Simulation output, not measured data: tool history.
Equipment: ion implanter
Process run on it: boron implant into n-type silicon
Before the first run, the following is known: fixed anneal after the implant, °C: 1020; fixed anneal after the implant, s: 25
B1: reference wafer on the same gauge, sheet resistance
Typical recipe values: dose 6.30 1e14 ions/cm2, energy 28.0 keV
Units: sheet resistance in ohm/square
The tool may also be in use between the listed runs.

Run 1, hour 0.0: usual settings but energy 24.5 keV; B1 197.96. Result: sheet resistance 180.70 ohm/square.
Run 2, hour 7.4: usual settings; B1 197.97. Result: sheet resistance 178.42 ohm/square.
Run 3, hour 13.6: usual settings; B1 197.96. Result: sheet resistance 178.94 ohm/square.
Run 4, hour 29.2: usual settings but dose 4.99 1e14 ions/cm2, energy 25.0 keV; B1 197.98. Result: sheet resistance 219.92 ohm/square.
Run 5, hour 35.8: usual settings but dose 7.07 1e14 ions/cm2, energy 33.0 keV; B1 197.93. Result: sheet resistance 159.74 ohm/square.
Run 6, hour 52.4: usual settings but dose 7.07 1e14 ions/cm2, energy 33.0 keV; B1 197.94. Result: sheet resistance 160.49 ohm/square.
Run 7, hour 69.8: usual settings but dose 4.97 1e14 ions/cm2; B1 198.02. Result: sheet resistance 218.91 ohm/square.

What does the tool deliver on the next run?
Run 8, hour 85.6: usual settings but dose 5.42 1e14 ions/cm2, energy 32.0 keV; B1 ?. Result: sheet resistance ?.

{"run 8": {"B1": 198.03, "sheet resistance": 200.49}}
With the hidden condition absent and the run-to-run variation left alone, this run would have shown sheet resistance 193.81 ohm/square.
